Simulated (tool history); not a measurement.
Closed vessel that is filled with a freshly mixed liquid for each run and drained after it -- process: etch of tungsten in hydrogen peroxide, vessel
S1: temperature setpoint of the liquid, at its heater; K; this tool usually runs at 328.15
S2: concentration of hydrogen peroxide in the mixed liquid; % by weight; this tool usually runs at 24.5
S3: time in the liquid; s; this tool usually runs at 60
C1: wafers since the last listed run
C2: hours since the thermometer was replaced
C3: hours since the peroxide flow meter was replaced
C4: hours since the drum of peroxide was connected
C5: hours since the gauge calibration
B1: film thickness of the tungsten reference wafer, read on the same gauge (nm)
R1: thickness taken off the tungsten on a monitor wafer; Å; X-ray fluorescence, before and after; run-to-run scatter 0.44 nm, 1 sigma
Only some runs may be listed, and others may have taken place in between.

| run | hour | S1 | S2 | S3 | C1 | C2 | C3 | C4 | C5 | B1 | R1 |
|---|---|---|---|---|---|---|---|---|---|---|---|
| 1 | 0 | 335.15 | 24.5 | 60 | 0 | 1133.3 | 50.4 | 437.5 | 411.5 | 39.93 | 1755 |
| 2 | 54.4 | 328.15 | 24.5 | 60 | 6018 | 1187.7 | 104.8 | 491.9 | 465.9 | 40 | 1178.2 |
| 3 | 93.4 | 328.15 | 24.5 | 60 | 4314 | 1226.7 | 143.8 | 530.9 | 504.9 | 39.97 | 1163.8 |
| 4 | 121.2 | 328.15 | 24.5 | 60 | 3075 | 1254.5 | 171.6 | 558.7 | 532.7 | 39.98 | 1177.2 |
| 5 | 152.7 | 328.15 | 24.5 | 60 | 3485 | 1286 | 203.1 | 590.2 | 564.2 | 40 | 1168.5 |
| 6 | 310.2 | 328.15 | 24.5 | 45 | 17425 | 1443.5 | 360.6 | 747.7 | 721.7 | 39.96 | 872.6 |
| 7 | 378.3 | 328.15 | 24.5 | 45 | 7534 | 1511.6 | 428.7 | 815.8 | 789.8 | 39.96 | 871.4 |
| 8 | 435.6 | 324.15 | 24.5 | 60 | 6339 | 1568.9 | 486 | 873.1 | 847.1 | 39.96 | 909.5 |
|  | 449.7 | thermometer replaced |
| 9 | 471.7 | 328.15 | 24.5 | 60 | 3883 | 22 | 522.1 | 909.2 | 883.2 | 40.02 | 1156.7 |
|  | 474.5 | new drum of peroxide connected |
| 10 | 540.7 | 332.15 | 24.5 | 60 | 7523 | 91 | 591.1 | 66.2 | 952.2 | 40 | 1448.9 |
| 11 | 584.8 | 334.15 | 24.5 | 75 | 4879 | 135.1 | 635.2 | 110.3 | 996.3 | 40.05 | 2039.6 |
| 12 | 637.8 | 333.65 | 19.5 | 35 | 5863 | 188.1 | 688.2 | 163.3 | 1049.3 | 39.95 | 821.2 |
| 13 | 699.6 | 328.15 | 24.5 | 60 | 6837 | 249.9 | 750 | 225.1 | 1111.1 | 40.01 | 1142.2 |
| 14 | 769.8 | 322.15 | 30 | 80 | 7766 | 320.1 | 820.2 | 295.3 | 1181.3 | 40.04 | 1175.4 |
| 15 | 807.2 | 334.65 | 28 | 75 | 4137 | 357.5 | 857.6 | 332.7 | 1218.7 | 39.96 | 2215.6 |
|  | 824.6 | gauge calibrated |
|  | 864.8 | new drum of peroxide connected, repeated, since the last time left the tool worse |
| 16 | 872.7 | 328.15 | 24.5 | 60 | 7136 | 423 | 923.1 | 7.9 | 48.1 | 40.01 | 1176.9 |
| 17 | 930.2 | 328.15 | 24.5 | 60 | 6361 | 480.5 | 980.6 | 65.4 | 105.6 | 39.98 | 1181 |

Predict the results of run 18:
| 18 | 961.4 | 321.65 | 30 | 50 | 3451 | 511.7 | 1011.8 | 96.6 | 136.8 | ? | ? |

B1: 40.02
R1: 733.6 Å
With no hidden state in the tool, this same run would have given R1 736.5 Å.
